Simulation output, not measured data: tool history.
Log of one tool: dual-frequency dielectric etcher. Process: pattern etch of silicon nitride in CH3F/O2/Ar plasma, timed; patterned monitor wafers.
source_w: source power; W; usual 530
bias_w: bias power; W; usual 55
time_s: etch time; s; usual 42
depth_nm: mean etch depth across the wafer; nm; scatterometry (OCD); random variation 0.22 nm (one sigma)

run,hour,source_w,bias_w,time_s,wafers since the last listed run,hours since the last wet clean,hours since the last source power generator calibration,hours since the last bias power generator calibration,hours since the last upper electrode change,hours since the gauge calibration,"read-back reference wafer on the same gauge, depth_nm",depth_nm
1,0,480,55,37.5,0,86.1,4128.9,3832.5,2563.8,49.7,37.01,28.88
2,13.9,480,55,37.5,242,100,4142.8,3846.4,2577.7,63.6,37,28.59
3,27,480,55,37.5,228,113.1,4155.9,3859.5,2590.8,76.7,37.12,29.2
4,44.4,530,55,42,303,130.5,4173.3,3876.9,2608.2,94.1,37.08,33.73
5,59.1,530,55,42,256,145.2,4188,3891.6,2622.9,108.8,37.02,33.89
6,70.4,530,55,42,196,156.5,4199.3,3902.9,2634.2,120.1,36.99,34.28
7,76.5,530,55,42,106,162.6,4205.4,3909,2640.3,126.2,37.02,34.28
8,89.3,530,55,48.5,222,175.4,4218.2,3921.8,2653.1,139,37.13,39.66
9,100.8,530,55,48.5,200,186.9,4229.7,3933.3,2664.6,150.5,37.1,40.06
# hour 111.9: source power generator calibrated
10,116.1,530,55,42,196,202.2,4.2,3948.6,2679.9,165.8,37.12,34.65
11,130.9,530,55,42,257,217,19,3963.4,2694.7,180.6,36.98,34.48
# hour 138.4: bias power generator calibrated
12,139.4,530,55,42,78,225.5,27.5,1,2703.2,189.1,37.04,34.34
13,151.4,530,55,42,209,237.5,39.5,13,2715.2,201.1,37.15,34.88
14,161.9,640,55,31.5,182,248,50,23.5,2725.7,211.6,37.15,28.18
15,173.4,530,55,42,200,259.5,61.5,35,2737.2,223.1,37.13,34.68
16,189.2,610,48,52,275,275.3,77.3,50.8,2753,238.9,37.14,43.7
17,195.5,530,55,42,109,281.6,83.6,57.1,2759.3,245.2,37.14,35.1
18,209.6,590,66,37.5,245,295.7,97.7,71.2,2773.4,259.3,37.09,34.8
# hour 233.5: gauge calibrated
# hour 235: upper electrode replaced
# hour 253.2: wet clean of the chamber
19,253.7,570,51,30,33,0.5,141.8,115.3,18.7,20.2,37.1,23.86
20,254,630,55,51.5,5,0.8,142.1,115.6,19,20.5,37.14,44.49
21,254.3,420,46,32.5,5,1.1,142.4,115.9,19.3,20.8,37.08,21.7
22,260,530,62,37,99,6.8,148.1,121.6,25,26.5,37.12,30.95
23,266.8,530,45,42,118,13.6,154.9,128.4,31.8,33.3,37.03,30.87
24,281.1,480,55,37.5,249,27.9,169.2,142.7,46.1,47.6,37.2,28.4
25,297.9,620,55,42,292,44.7,186,159.5,62.9,64.4,37.03,35.75
26,308.7,530,55,42,188,55.5,196.8,170.3,73.7,75.2,37.14,33.16
27,318.5,530,59,54,170,65.3,206.6,180.1,83.5,85,37.15,44.43

3 ways to go on from here, each from the tool as it stands after run 27. What would each give?
A,318.9,530,55,42,6,65.7,207,180.5,83.9,85.4,?,?
B,318.9,530,55,35.5,6,65.7,207,180.5,83.9,85.4,?,?
C,318.9,470,50,33,6,65.7,207,180.5,83.9,85.4,?,?

run,"read-back reference wafer on the same gauge, depth_nm",depth_nm
A,37.17,33.56
B,37.17,28.37
C,37.17,24.13
Without the tool's hidden state the same runs would have given:
run,depth_nm
A,33.49
B,28.3
C,24.08
